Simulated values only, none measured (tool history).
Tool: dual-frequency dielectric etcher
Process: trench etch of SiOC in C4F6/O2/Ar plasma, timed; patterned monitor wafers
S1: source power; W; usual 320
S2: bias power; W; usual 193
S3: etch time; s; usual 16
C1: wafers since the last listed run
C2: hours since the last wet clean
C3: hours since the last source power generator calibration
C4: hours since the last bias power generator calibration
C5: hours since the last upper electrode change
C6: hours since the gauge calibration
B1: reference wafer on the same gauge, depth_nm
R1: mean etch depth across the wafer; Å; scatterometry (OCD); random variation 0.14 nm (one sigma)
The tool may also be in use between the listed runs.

run	day	S1	S2	S3	C1	C2	C3	C4	C5	C6	B1	R1
1	0	320	193	16	0	177.6	3169.8	1366.7	2226.8	1696	27.56	339.7
2	1.983	320	193	16	882	225.2	3217.4	1414.3	2274.4	1743.6	27.57	341.1
3	3.117	320	193	16	504	252.4	3244.6	1441.5	2301.6	1770.8	27.5	344.3
# day 4.704: bias power generator calibrated
4	5.267	320	193	16	882	304	3296.2	13.5	2353.2	1822.4	27.48	346.1
5	7.188	320	193	16	854	350.1	3342.3	59.6	2399.3	1868.5	27.49	345.7
6	9.35	320	193	18.5	962	402	3394.2	111.5	2451.2	1920.4	27.49	400
7	12.112	320	172	18	1229	468.3	3460.5	177.8	2517.5	1986.7	27.48	376.8
8	13.221	320	172	18	493	494.9	3487.1	204.4	2544.1	2013.3	27.51	376.9
9	14.567	320	193	16	599	527.2	3519.4	236.7	2576.4	2045.6	27.46	351
# day 15.696: source power generator calibrated
10	15.738	320	193	16	446	555.3	1	264.8	2604.5	2073.7	27.5	348.3
# day 16.817: wet clean of the chamber
11	17.771	320	229	12	459	22.9	49.8	313.6	2653.3	2122.5	27.49	268.9
# day 19.425: upper electrode replaced
# day 19.8: gauge calibrated
12	20	320	193	16	547	76.4	103.3	367.1	13.8	4.8	27.52	339.3
13	22.021	390	193	16	899	124.9	151.8	415.6	62.3	53.3	27.55	363.7
14	23.838	380	147	14.5	808	168.5	195.4	459.2	105.9	96.9	27.49	302.5
15	26.312	320	193	16	1101	227.9	254.8	518.6	165.3	156.3	27.53	347.1
16	29.067	390	193	13	1225	294	320.9	584.7	231.4	222.4	27.47	298.9
17	32.017	320	193	11.5	1313	364.8	391.7	655.5	302.2	293.2	27.51	249
18	33.546	320	168	16	680	401.5	428.4	692.2	338.9	329.9	27.55	331.2
19	35.392	300	176	16	821	445.8	472.7	736.5	383.2	374.2	27.53	333.2
20	36.471	270	237	16	480	471.7	498.6	762.4	409.1	400.1	27.5	356.8
# day 38.454: wet clean of the chamber
21	38.779	320	229	12	582	7.8	554	817.8	464.5	455.5	27.53	269.3
22	40.688	320	193	16	849	53.6	599.8	863.6	510.3	501.3	27.48	338.5
23	43.021	320	158	13.5	1038	109.6	655.8	919.6	566.3	557.3	27.45	265.8
24	44.988	320	193	16	875	156.8	703	966.8	613.5	604.5	27.51	340.3
25	46.442	320	193	16	647	191.7	737.9	1001.7	648.4	639.4	27.5	345
26	47.575	320	217	19	504	218.9	765.1	1028.9	675.6	666.6	27.53	424.4
27	49.721	350	147	20.5	955	270.4	816.6	1080.4	727.1	718.1	27.45	414.6
28	51.133	400	193	16	628	304.3	850.5	1114.3	761	752	27.5	370.7
29	53.133	320	163	13	890	352.3	898.5	1162.3	809	800	27.5	264.8
30	55.596	320	193	16	1096	411.4	957.6	1221.4	868.1	859.1	27.51	347
31	56.975	320	193	16	613	444.5	990.7	1254.5	901.2	892.2	27.5	346.8

3 ways to go on from here, each from the tool as it stands after run 31. What would each give?
A	56.992	380	193	16	7	444.9	991.1	1254.9	901.6	892.6	?	?
B	56.992	350	153	14	7	444.9	991.1	1254.9	901.6	892.6	?	?
C	56.992	360	147	14	7	444.9	991.1	1254.9	901.6	892.6	?	?

run	B1	R1
A	27.53	370.3
B	27.53	290.5
C	27.53	289.5
Without the tool's hidden state the same runs would have given:
run	R1
A	356.1
B	279.4
C	278.4
